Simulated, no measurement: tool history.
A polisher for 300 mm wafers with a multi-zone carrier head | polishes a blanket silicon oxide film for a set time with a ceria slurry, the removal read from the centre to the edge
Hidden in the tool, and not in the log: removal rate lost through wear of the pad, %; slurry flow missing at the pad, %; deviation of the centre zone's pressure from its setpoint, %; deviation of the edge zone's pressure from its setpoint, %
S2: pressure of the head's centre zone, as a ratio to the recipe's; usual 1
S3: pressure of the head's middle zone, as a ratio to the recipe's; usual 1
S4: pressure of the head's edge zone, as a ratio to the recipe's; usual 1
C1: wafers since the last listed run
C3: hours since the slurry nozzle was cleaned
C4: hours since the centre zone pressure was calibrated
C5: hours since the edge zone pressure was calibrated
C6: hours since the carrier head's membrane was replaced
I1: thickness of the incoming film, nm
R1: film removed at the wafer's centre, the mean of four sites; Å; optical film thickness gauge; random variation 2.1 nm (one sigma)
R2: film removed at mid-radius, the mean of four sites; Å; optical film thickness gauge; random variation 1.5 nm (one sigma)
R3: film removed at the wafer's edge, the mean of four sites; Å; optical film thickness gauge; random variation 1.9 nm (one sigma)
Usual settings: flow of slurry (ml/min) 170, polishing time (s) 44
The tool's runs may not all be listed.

{"run": 1, "hour": 0.0, "flow of slurry (ml/min)": 170, "S2": 1, "S3": 1, "S4": 1, "polishing time (s)": 44, "C1": 0, "wafers polished on this pad": 2587, "C3": 314.5, "C4": 182, "C5": 3.7, "C6": 538.5, "I1": 1464.5, "R1": 2318, "R2": 2354, "R3": 2298}
{"run": 2, "hour": 32.1, "flow of slurry (ml/min)": 140, "S2": 1, "S3": 1.11, "S4": 1.06, "polishing time (s)": 53, "C1": 465, "wafers polished on this pad": 3053, "C3": 346.6, "C4": 214.1, "C5": 35.8, "C6": 570.6, "I1": 1470.7, "R1": 2638, "R2": 2916, "R3": 2777}
{"hour": 134.1, "done": "slurry nozzle cleaned"}
{"run": 3, "hour": 228.2, "flow of slurry (ml/min)": 170, "S2": 1, "S3": 1.04, "S4": 1, "polishing time (s)": 30, "C1": 2828, "wafers polished on this pad": 5882, "C3": 94.1, "C4": 410.2, "C5": 231.9, "C6": 766.7, "I1": 1448.1, "R1": 1658, "R2": 1682, "R3": 1613}
{"hour": 289.8, "done": "worn pad replaced by a new one"}
{"run": 4, "hour": 342.7, "flow of slurry (ml/min)": 170, "S2": 1, "S3": 1, "S4": 1, "polishing time (s)": 44, "C1": 1602, "wafers polished on this pad": 767, "C3": 208.6, "C4": 524.7, "C5": 346.4, "C6": 881.2, "I1": 1471.1, "R1": 2367, "R2": 2375, "R3": 2315}
{"run": 5, "hour": 395.0, "flow of slurry (ml/min)": 170, "S2": 1, "S3": 1, "S4": 1, "polishing time (s)": 44, "C1": 758, "wafers polished on this pad": 1525, "C3": 260.9, "C4": 577, "C5": 398.7, "C6": 933.5, "I1": 1473.5, "R1": 2297, "R2": 2355, "R3": 2299}
{"hour": 469.7, "done": "edge zone pressure recalibrated"}
{"hour": 493.6, "done": "slurry nozzle cleaned"}
{"run": 6, "hour": 501.4, "flow of slurry (ml/min)": 170, "S2": 1, "S3": 1, "S4": 1, "polishing time (s)": 44, "C1": 1499, "wafers polished on this pad": 3024, "C3": 7.8, "C4": 683.4, "C5": 31.7, "C6": 1039.9, "I1": 1477, "R1": 2468, "R2": 2470, "R3": 2421}
{"run": 7, "hour": 535.0, "flow of slurry (ml/min)": 170, "S2": 1, "S3": 1, "S4": 1, "polishing time (s)": 44, "C1": 487, "wafers polished on this pad": 3512, "C3": 41.4, "C4": 717, "C5": 65.3, "C6": 1073.5, "I1": 1462.9, "R1": 2404, "R2": 2463, "R3": 2360}
{"run": 8, "hour": 591.6, "flow of slurry (ml/min)": 170, "S2": 0.95, "S3": 1, "S4": 1.04, "polishing time (s)": 44, "C1": 820, "wafers polished on this pad": 4332, "C3": 98, "C4": 773.6, "C5": 121.9, "C6": 1130.1, "I1": 1464.5, "R1": 2314, "R2": 2404, "R3": 2362}
{"run": 9, "hour": 645.6, "flow of slurry (ml/min)": 155, "S2": 1, "S3": 1, "S4": 1, "polishing time (s)": 53, "C1": 782, "wafers polished on this pad": 5115, "C3": 152, "C4": 827.6, "C5": 175.9, "C6": 1184.1, "I1": 1491.9, "R1": 2800, "R2": 2810, "R3": 2752}
{"hour": 675.6, "done": "worn pad replaced by a new one"}
{"run": 10, "hour": 696.2, "flow of slurry (ml/min)": 170, "S2": 1, "S3": 1.08, "S4": 1, "polishing time (s)": 35, "C1": 675, "wafers polished on this pad": 299, "C3": 202.6, "C4": 878.2, "C5": 226.5, "C6": 1234.7, "I1": 1480.6, "R1": 1854, "R2": 1980, "R3": 1846}
{"run": 11, "hour": 721.7, "flow of slurry (ml/min)": 220, "S2": 1.07, "S3": 1, "S4": 1, "polishing time (s)": 44, "C1": 369, "wafers polished on this pad": 668, "C3": 228.1, "C4": 903.7, "C5": 252, "C6": 1260.2, "I1": 1473.2, "R1": 2514, "R2": 2432, "R3": 2385}
{"hour": 735.5, "done": "centre zone pressure recalibrated"}
{"hour": 767.3, "done": "carrier head's membrane replaced by a new one"}
{"run": 12, "hour": 767.8, "flow of slurry (ml/min)": 170, "S2": 1, "S3": 1, "S4": 1, "polishing time (s)": 44, "C1": 566, "wafers polished on this pad": 1235, "C3": 274.2, "C4": 32.3, "C5": 298.1, "C6": 0.5, "I1": 1497.6, "R1": 2284, "R2": 2334, "R3": 2257}
{"run": 13, "hour": 803.7, "flow of slurry (ml/min)": 170, "S2": 1, "S3": 1, "S4": 1, "polishing time (s)": 44, "C1": 520, "wafers polished on this pad": 1756, "C3": 310.1, "C4": 68.2, "C5": 334, "C6": 36.4, "I1": 1453.5, "R1": 2339, "R2": 2325, "R3": 2313}
{"run": 14, "hour": 871.0, "flow of slurry (ml/min)": 130, "S2": 0.9, "S3": 1, "S4": 0.93, "polishing time (s)": 44, "C1": 975, "wafers polished on this pad": 2732, "C3": 377.4, "C4": 135.5, "C5": 401.3, "C6": 103.7, "I1": 1479.2, "R1": 2019, "R2": 2222, "R3": 2153}
{"hour": 937.5, "done": "slurry nozzle cleaned"}
{"run": 15, "hour": 940.3, "flow of slurry (ml/min)": 170, "S2": 1, "S3": 0.95, "S4": 0.95, "polishing time (s)": 44, "C1": 990, "wafers polished on this pad": 3722, "C3": 2.8, "C4": 204.8, "C5": 470.6, "C6": 173, "I1": 1455.1, "R1": 2476, "R2": 2415, "R3": 2398}
{"run": 16, "hour": 999.1, "flow of slurry (ml/min)": 170, "S2": 1, "S3": 1, "S4": 1, "polishing time (s)": 44, "C1": 852, "wafers polished on this pad": 4575, "C3": 61.6, "C4": 263.6, "C5": 529.4, "C6": 231.8, "I1": 1477.7, "R1": 2420, "R2": 2439, "R3": 2387}
{"hour": 1015.0, "done": "edge zone pressure recalibrated"}
{"run": 17, "hour": 1023.4, "flow of slurry (ml/min)": 135, "S2": 1, "S3": 1, "S4": 0.92, "polishing time (s)": 54, "C1": 323, "wafers polished on this pad": 4898, "C3": 85.9, "C4": 287.9, "C5": 8.4, "C6": 256.1, "I1": 1451.4, "R1": 2775, "R2": 2851, "R3": 2733}
{"run": 18, "hour": 1051.2, "flow of slurry (ml/min)": 170, "S2": 0.91, "S3": 1.11, "S4": 1, "polishing time (s)": 44, "C1": 403, "wafers polished on this pad": 5301, "C3": 113.7, "C4": 315.7, "C5": 36.2, "C6": 283.9, "I1": 1457.4, "R1": 2290, "R2": 2611, "R3": 2344}
{"hour": 1064.7, "done": "worn pad replaced by a new one"}
{"run": 19, "hour": 1097.9, "flow of slurry (ml/min)": 130, "S2": 1, "S3": 0.96, "S4": 1, "polishing time (s)": 44, "C1": 619, "wafers polished on this pad": 480, "C3": 160.4, "C4": 362.4, "C5": 82.9, "C6": 330.6, "I1": 1504.3, "R1": 2238, "R2": 2242, "R3": 2208}
{"run": 20, "hour": 1157.5, "flow of slurry (ml/min)": 215, "S2": 1, "S3": 1.06, "S4": 1, "polishing time (s)": 51, "C1": 864, "wafers polished on this pad": 1344, "C3": 220, "C4": 422, "C5": 142.5, "C6": 390.2, "I1": 1464.1, "R1": 2799, "R2": 2971, "R3": 2758}
{"run": 21, "hour": 1188.7, "flow of slurry (ml/min)": 170, "S2": 1, "S3": 1, "S4": 1, "polishing time (s)": 44, "C1": 452, "wafers polished on this pad": 1797, "C3": 251.2, "C4": 453.2, "C5": 173.7, "C6": 421.4, "I1": 1467.5, "R1": 2334, "R2": 2349, "R3": 2296}
{"run": 22, "hour": 1214.1, "flow of slurry (ml/min)": 170, "S2": 1.09, "S3": 1, "S4": 1.05, "polishing time (s)": 44, "C1": 368, "wafers polished on this pad": 2165, "C3": 276.6, "C4": 478.6, "C5": 199.1, "C6": 446.8, "I1": 1456.4, "R1": 2420, "R2": 2334, "R3": 2334}

Forecast each of these 4 alternatives for the next run:
{"run": "A", "hour": 1214.5, "flow of slurry (ml/min)": 170, "S2": 1, "S3": 1, "S4": 1, "polishing time (s)": 44, "C1": 5, "wafers polished on this pad": 2171, "C3": 277, "C4": 479, "C5": 199.5, "C6": 447.2, "I1": 1468.3, "R1": "?", "R2": "?", "R3": "?"}
{"run": "B", "hour": 1214.5, "flow of slurry (ml/min)": 200, "S2": 0.95, "S3": 1, "S4": 1, "polishing time (s)": 56, "C1": 5, "wafers polished on this pad": 2171, "C3": 277, "C4": 479, "C5": 199.5, "C6": 447.2, "I1": 1468.3, "R1": "?", "R2": "?", "R3": "?"}
{"run": "C", "hour": 1214.5, "flow of slurry (ml/min)": 170, "S2": 1.05, "S3": 1, "S4": 1, "polishing time (s)": 44, "C1": 5, "wafers polished on this pad": 2171, "C3": 277, "C4": 479, "C5": 199.5, "C6": 447.2, "I1": 1468.3, "R1": "?", "R2": "?", "R3": "?"}
{"run": "D", "hour": 1214.5, "flow of slurry (ml/min)": 170, "S2": 1, "S3": 1.08, "S4": 0.96, "polishing time (s)": 44, "C1": 5, "wafers polished on this pad": 2171, "C3": 277, "C4": 479, "C5": 199.5, "C6": 447.2, "I1": 1468.3, "R1": "?", "R2": "?", "R3": "?"}

run=A R1=2295 R2=2324 R3=2329
run=B R1=2925 R2=3044 R3=3024
run=C R1=2365 R2=2324 R3=2329
run=D R1=2296 R2=2446 R3=2292
Without the tool's hidden state the same runs would have given:
run=A R1=2482 R2=2491 R3=2447
run=B R1=3133 R2=3236 R3=3161
run=C R1=2557 R2=2491 R3=2447
run=D R1=2483 R2=2621 R3=2408
